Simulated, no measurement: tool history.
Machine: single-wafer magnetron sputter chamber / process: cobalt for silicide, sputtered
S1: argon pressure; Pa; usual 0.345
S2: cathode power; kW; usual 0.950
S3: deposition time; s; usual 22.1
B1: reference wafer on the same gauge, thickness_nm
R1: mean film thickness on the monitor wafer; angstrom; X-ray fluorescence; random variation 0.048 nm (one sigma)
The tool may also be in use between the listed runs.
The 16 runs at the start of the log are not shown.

run   hour     S1     S2    S3     B1      R1
     431.4  -- gauge calibrated
     444.6  -- magnet pack replaced
 17  446.3  0.345  0.950  22.1  8.558  101.73
 18  482.3  0.266  0.950  17.8  8.595   85.15
 19  498.1  0.281  1.050  25.7  8.593  130.92
 20  520.3  0.345  0.950  22.1  8.615  103.34
 21  541.8  0.345  1.150  24.7  8.621  132.57
 22  556.3  0.391  1.050  22.1  8.643  110.25
 23  589.0  0.345  0.950  22.1  8.660  103.21
 24  605.5  0.345  1.000  24.9  8.669  121.07
     642.3  -- sputter target and shields replaced
 25  642.8  0.345  0.950  22.1  8.679  104.13
 26  657.5  0.221  0.950  26.2  8.694  126.89
 27  675.0  0.345  0.950  23.6  8.700  111.06
 28  701.9  0.393  0.850  20.4  8.712   87.42
 29  728.1  0.345  0.950  19.7  8.716   92.59
 30  785.1  0.345  0.950  22.1  8.744  104.82

What will run 31 give?
 31  816.7  0.345  0.950  22.1   ?   ?

{"run 31": {"B1": 8.764, "R1": 104.7}}
Take away the tool's hidden state, keep the run-to-run variation as it was, and the same run would have given R1 101.53 angstrom.

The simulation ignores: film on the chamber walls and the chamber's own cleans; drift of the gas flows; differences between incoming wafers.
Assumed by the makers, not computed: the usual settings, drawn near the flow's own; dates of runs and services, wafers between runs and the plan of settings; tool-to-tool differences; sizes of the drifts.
